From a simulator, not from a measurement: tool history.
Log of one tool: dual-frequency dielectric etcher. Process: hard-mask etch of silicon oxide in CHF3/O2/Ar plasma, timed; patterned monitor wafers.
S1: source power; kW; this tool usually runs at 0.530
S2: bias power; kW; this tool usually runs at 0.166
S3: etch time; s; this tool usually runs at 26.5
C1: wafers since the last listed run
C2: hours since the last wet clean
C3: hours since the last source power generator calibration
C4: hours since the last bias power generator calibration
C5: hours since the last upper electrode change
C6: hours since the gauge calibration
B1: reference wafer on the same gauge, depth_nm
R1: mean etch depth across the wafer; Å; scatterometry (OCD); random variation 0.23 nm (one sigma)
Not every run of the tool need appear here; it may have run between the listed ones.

run   hour     S1     S2    S3   C1     C2      C3      C4      C5     C6     B1     R1
  1    0.0  0.470  0.166  26.5    0  402.4  2387.2  2209.0  3396.5    5.9  44.66  458.4
  2   13.2  0.530  0.166  26.5  264  415.6  2400.4  2222.2  3409.7   19.1  44.67  470.1
  3   21.6  0.530  0.166  26.5  168  424.0  2408.8  2230.6  3418.1   27.5  44.72  468.9
  4   59.2  0.530  0.166  26.5  753  461.6  2446.4  2268.2  3455.7   65.1  44.72  463.8
      88.7  -- upper electrode replaced
  5   89.2  0.530  0.142  21.5  120  491.6  2476.4  2298.2     0.5   95.1  44.69  358.1
  6   89.5  0.530  0.166  26.5    6  491.9  2476.7  2298.5     0.8   95.4  44.71  461.5
  7   97.5  0.530  0.166  26.5  160  499.9  2484.7  2306.5     8.8  103.4  44.77  468.1
     127.5  -- wet clean of the chamber
  8  128.0  0.530  0.166  26.5  130    0.5  2515.2  2337.0    39.3  133.9  44.76  485.0
  9  128.4  0.530  0.166  26.5    8    0.9  2515.6  2337.4    39.7  134.3  44.67  489.6
 10  130.4  0.460  0.151  24.5   40    2.9  2517.6  2339.4    41.7  136.3  44.59  428.1
     136.5  -- gauge calibrated
 11  144.6  0.530  0.166  26.5  284   17.1  2531.8  2353.6    55.9    8.1  44.78  490.6
 12  157.8  0.440  0.166  26.5  264   30.3  2545.0  2366.8    69.1   21.3  44.70  469.2
     169.8  -- source power generator calibrated
 13  170.3  0.470  0.166  32.0  170   42.8     0.5  2379.3    81.6   33.8  44.76  572.9
     184.4  -- bias power generator calibrated
 14  184.9  0.430  0.136  32.0  212   57.4    15.1     0.5    96.2   48.4  44.67  526.8
 15  198.9  0.530  0.166  26.5  280   71.4    29.1    14.5   110.2   62.4  44.66  483.1
 16  206.0  0.580  0.196  34.5  142   78.5    36.2    21.6   117.3   69.5  44.82  685.8
 17  219.3  0.530  0.166  26.5  266   91.8    49.5    34.9   130.6   82.8  44.72  484.1

Run 18 is up next; what results do you expect?
 18  232.1  0.530  0.184  26.5  256  104.6  62.3  47.7  143.4  95.6   ?   ?

B1: 44.60
R1: 502.1 Å
Without the tool's hidden state the same run would have given R1 505.6 Å.
